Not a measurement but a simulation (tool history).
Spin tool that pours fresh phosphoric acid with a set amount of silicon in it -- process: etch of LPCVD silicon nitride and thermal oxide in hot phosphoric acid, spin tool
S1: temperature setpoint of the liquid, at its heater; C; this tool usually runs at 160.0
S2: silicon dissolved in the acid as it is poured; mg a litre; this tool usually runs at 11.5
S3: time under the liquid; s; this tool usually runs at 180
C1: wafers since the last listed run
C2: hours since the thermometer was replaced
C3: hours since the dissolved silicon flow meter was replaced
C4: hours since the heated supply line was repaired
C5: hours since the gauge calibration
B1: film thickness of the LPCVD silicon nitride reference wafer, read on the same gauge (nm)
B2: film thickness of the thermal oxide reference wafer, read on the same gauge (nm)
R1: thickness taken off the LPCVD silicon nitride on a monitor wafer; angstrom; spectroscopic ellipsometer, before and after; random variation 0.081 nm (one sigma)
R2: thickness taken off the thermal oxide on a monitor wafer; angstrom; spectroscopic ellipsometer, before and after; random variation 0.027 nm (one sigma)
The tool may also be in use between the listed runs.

Run 1, hour 0.0: usual settings but S3 210 s; C1 0; C2 10.4; C3 123.1; C4 12.3; C5 1159.4; B1 50.00; B2 50.005. Result: R1 200.9 angstrom, R2 4.47 angstrom.
Run 2, hour 98.5: usual settings but S1 158.5 C; C1 793; C2 108.9; C3 221.6; C4 110.8; C5 1257.9; B1 50.02; B2 49.979. Result: R1 162.8 angstrom, R2 3.71 angstrom.
Run 3, hour 127.3: usual settings but S2 18.5 mg a litre, S3 120 s; C1 232; C2 137.7; C3 250.4; C4 139.6; C5 1286.7; B1 50.03; B2 49.996. Result: R1 114.5 angstrom, R2 2.77 angstrom.
At hour 134.8: thermometer replaced, repeated, since the last time left the tool worse.
Run 4, hour 154.8: usual settings but S1 159.0 C; C1 213; C2 20.0; C3 277.9; C4 167.1; C5 1314.2; B1 50.01; B2 50.011. Result: R1 150.6 angstrom, R2 3.48 angstrom.
Run 5, hour 180.2: usual settings but S3 120 s; C1 204; C2 45.4; C3 303.3; C4 192.5; C5 1339.6; B1 50.02; B2 49.971. Result: R1 104.4 angstrom, R2 2.69 angstrom.
Run 6, hour 194.3: usual settings but S3 220 s; C1 113; C2 59.5; C3 317.4; C4 206.6; C5 1353.7; B1 50.01; B2 49.991. Result: R1 190.3 angstrom, R2 5.14 angstrom.
Run 7, hour 213.3: usual settings; C1 153; C2 78.5; C3 336.4; C4 225.6; C5 1372.7; B1 50.05; B2 49.996. Result: R1 155.6 angstrom, R2 3.59 angstrom.
Run 8, hour 238.3: usual settings but S3 275 s; C1 201; C2 103.5; C3 361.4; C4 250.6; C5 1397.7; B1 49.99; B2 49.993. Result: R1 240.9 angstrom, R2 6.31 angstrom.
At hour 242.0: gauge calibrated.
Run 9, hour 253.3: usual settings but S1 161.5 C, S2 18.0 mg a litre; C1 120; C2 118.5; C3 376.4; C4 265.6; C5 11.3; B1 49.99; B2 50.000. Result: R1 164.5 angstrom, R2 3.51 angstrom.
Run 10, hour 286.7: usual settings but S1 161.0 C, S2 17.5 mg a litre; C1 269; C2 151.9; C3 409.8; C4 299.0; C5 44.7; B1 50.00; B2 49.998. Result: R1 162.7 angstrom, R2 3.24 angstrom.
Run 11, hour 385.8: usual settings but S1 159.0 C, S2 6.0 mg a litre; C1 798; C2 251.0; C3 508.9; C4 398.1; C5 143.8; B1 50.02; B2 50.007. Result: R1 152.1 angstrom, R2 4.29 angstrom.
Run 12, hour 411.5: usual settings but S3 270 s; C1 207; C2 276.7; C3 534.6; C4 423.8; C5 169.5; B1 50.02; B2 49.992. Result: R1 234.5 angstrom, R2 5.96 angstrom.
Run 13, hour 436.2: usual settings; C1 199; C2 301.4; C3 559.3; C4 448.5; C5 194.2; B1 50.04; B2 50.028. Result: R1 157.5 angstrom, R2 4.04 angstrom.
Run 14, hour 462.4: usual settings but S3 85 s; C1 211; C2 327.6; C3 585.5; C4 474.7; C5 220.4; B1 50.01; B2 49.988. Result: R1 74.4 angstrom, R2 1.59 angstrom.
At hour 470.8: dissolved silicon flow meter replaced.
Run 15, hour 479.9: usual settings; C1 132; C2 345.1; C3 9.1; C4 492.2; C5 237.9; B1 50.00; B2 50.007. Result: R1 158.1 angstrom, R2 4.49 angstrom.
Run 16, hour 508.9: usual settings but S1 162.0 C; C1 233; C2 374.1; C3 38.1; C4 521.2; C5 266.9; B1 50.00; B2 50.012. Result: R1 168.3 angstrom, R2 4.51 angstrom.
Run 17, hour 533.6: usual settings but S1 161.5 C, S3 285 s; C1 199; C2 398.8; C3 62.8; C4 545.9; C5 291.6; B1 49.99; B2 50.006. Result: R1 262.3 angstrom, R2 7.40 angstrom.
Run 18, hour 561.0: usual settings but S1 161.0 C, S2 16.5 mg a litre, S3 220 s; C1 220; C2 426.2; C3 90.2; C4 573.3; C5 319.0; B1 50.01; B2 49.994. Result: R1 200.4 angstrom, R2 4.55 angstrom.
Run 19, hour 583.4: usual settings but S3 220 s; C1 180; C2 448.6; C3 112.6; C4 595.7; C5 341.4; B1 49.96; B2 50.011. Result: R1 193.0 angstrom, R2 4.34 angstrom.
Run 20, hour 601.1: usual settings; C1 142; C2 466.3; C3 130.3; C4 613.4; C5 359.1; B1 50.01; B2 50.015. Result: R1 157.7 angstrom, R2 4.28 angstrom.
Run 21, hour 674.8: usual settings; C1 594; C2 540.0; C3 204.0; C4 687.1; C5 432.8; B1 50.01; B2 49.997. Result: R1 158.8 angstrom, R2 4.23 angstrom.

Forecast each of these 5 alternatives for the next run:
Run A, hour 675.3: usual settings but S2 8.0 mg a litre; C1 4; C2 540.5; C3 204.5; C4 687.6; C5 433.3; B1 ?; B2 ?. Result: R1 ?, R2 ?.
Run B, hour 675.3: usual settings but S2 14.5 mg a litre, S3 220 s; C1 4; C2 540.5; C3 204.5; C4 687.6; C5 433.3; B1 ?; B2 ?. Result: R1 ?, R2 ?.
Run C, hour 675.3: usual settings but S1 162.0 C, S2 3.0 mg a litre, S3 220 s; C1 4; C2 540.5; C3 204.5; C4 687.6; C5 433.3; B1 ?; B2 ?. Result: R1 ?, R2 ?.
Run D, hour 675.3: usual settings but S1 162.5 C; C1 4; C2 540.5; C3 204.5; C4 687.6; C5 433.3; B1 ?; B2 ?. Result: R1 ?, R2 ?.
Run E, hour 675.3: usual settings but S1 157.0 C; C1 4; C2 540.5; C3 204.5; C4 687.6; C5 433.3; B1 ?; B2 ?. Result: R1 ?, R2 ?.

run     B1      B2     R1    R2
  A  50.02  49.997  159.0  3.98
  B  50.02  49.997  194.3  4.20
  C  50.02  49.997  207.7  6.24
  D  50.02  49.997  172.8  4.43
  E  50.02  49.997  143.7  2.95
Had the tool no hidden state, the same runs would have come out as:
run     R1    R2
  A  155.3  3.78
  B  189.8  3.98
  C  202.9  5.93
  D  168.8  4.21
  E  140.3  2.80
